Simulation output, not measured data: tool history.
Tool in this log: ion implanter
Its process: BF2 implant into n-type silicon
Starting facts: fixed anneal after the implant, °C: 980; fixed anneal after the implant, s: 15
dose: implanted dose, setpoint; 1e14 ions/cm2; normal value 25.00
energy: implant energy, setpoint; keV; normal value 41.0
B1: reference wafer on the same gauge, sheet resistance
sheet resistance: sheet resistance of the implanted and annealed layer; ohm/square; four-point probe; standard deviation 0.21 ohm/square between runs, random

{"run": 1, "hour": 0.0, "dose": 25.0, "energy": 50.0, "B1": 123.91, "sheet resistance": 125.97}
{"run": 2, "hour": 7.9, "dose": 25.0, "energy": 50.0, "B1": 123.95, "sheet resistance": 125.51}
{"run": 3, "hour": 21.7, "dose": 25.0, "energy": 50.0, "B1": 124.01, "sheet resistance": 125.7}
{"run": 4, "hour": 32.4, "dose": 25.0, "energy": 41.0, "B1": 123.99, "sheet resistance": 141.44}
{"run": 5, "hour": 50.3, "dose": 25.0, "energy": 41.0, "B1": 124.01, "sheet resistance": 142.29}
{"run": 6, "hour": 63.6, "dose": 25.0, "energy": 47.5, "B1": 123.96, "sheet resistance": 129.33}
{"run": 7, "hour": 72.0, "dose": 25.0, "energy": 47.5, "B1": 123.95, "sheet resistance": 129.64}
{"run": 8, "hour": 87.6, "dose": 25.0, "energy": 47.5, "B1": 124.06, "sheet resistance": 129.35}
{"hour": 96.6, "done": "extraction supply calibrated"}
{"hour": 103.3, "done": "gauge calibrated"}
{"hour": 110.2, "done": "Faraday cup replaced and dose calibrated"}
{"run": 9, "hour": 110.7, "dose": 18.14, "energy": 30.0, "B1": 124.03, "sheet resistance": 175.89}
{"run": 10, "hour": 119.4, "dose": 20.09, "energy": 52.5, "B1": 124.0, "sheet resistance": 124.75}
{"run": 11, "hour": 129.9, "dose": 18.67, "energy": 46.5, "B1": 123.99, "sheet resistance": 135.5}
{"run": 12, "hour": 136.5, "dose": 29.22, "energy": 30.0, "B1": 123.97, "sheet resistance": 167.21}
{"run": 13, "hour": 144.1, "dose": 18.81, "energy": 53.0, "B1": 123.95, "sheet resistance": 125.61}
{"run": 14, "hour": 156.1, "dose": 25.0, "energy": 28.0, "B1": 123.96, "sheet resistance": 176.5}
{"run": 15, "hour": 190.3, "dose": 25.0, "energy": 41.0, "B1": 124.05, "sheet resistance": 141.69}
{"run": 16, "hour": 202.0, "dose": 25.0, "energy": 48.5, "B1": 124.04, "sheet resistance": 127.88}
{"run": 17, "hour": 218.1, "dose": 25.0, "energy": 41.0, "B1": 124.03, "sheet resistance": 141.98}

Branching from run 17: 3 alternative next runs. What would each branch give?
{"run": "A", "hour": 218.5, "dose": 28.71, "energy": 41.0, "B1": "?", "sheet resistance": "?"}
{"run": "B", "hour": 218.5, "dose": 28.56, "energy": 31.5, "B1": "?", "sheet resistance": "?"}
{"run": "C", "hour": 218.5, "dose": 28.87, "energy": 31.0, "B1": "?", "sheet resistance": "?"}

run=A B1=123.97 sheet_resistance=139.88
run=B B1=123.97 sheet_resistance=163.14
run=C B1=123.97 sheet_resistance=164.46
Stripped of hidden state, with their random variation kept, the same runs would have yielded:
run=A sheet_resistance=139.88
run=B sheet_resistance=163.14
run=C sheet_resistance=164.46
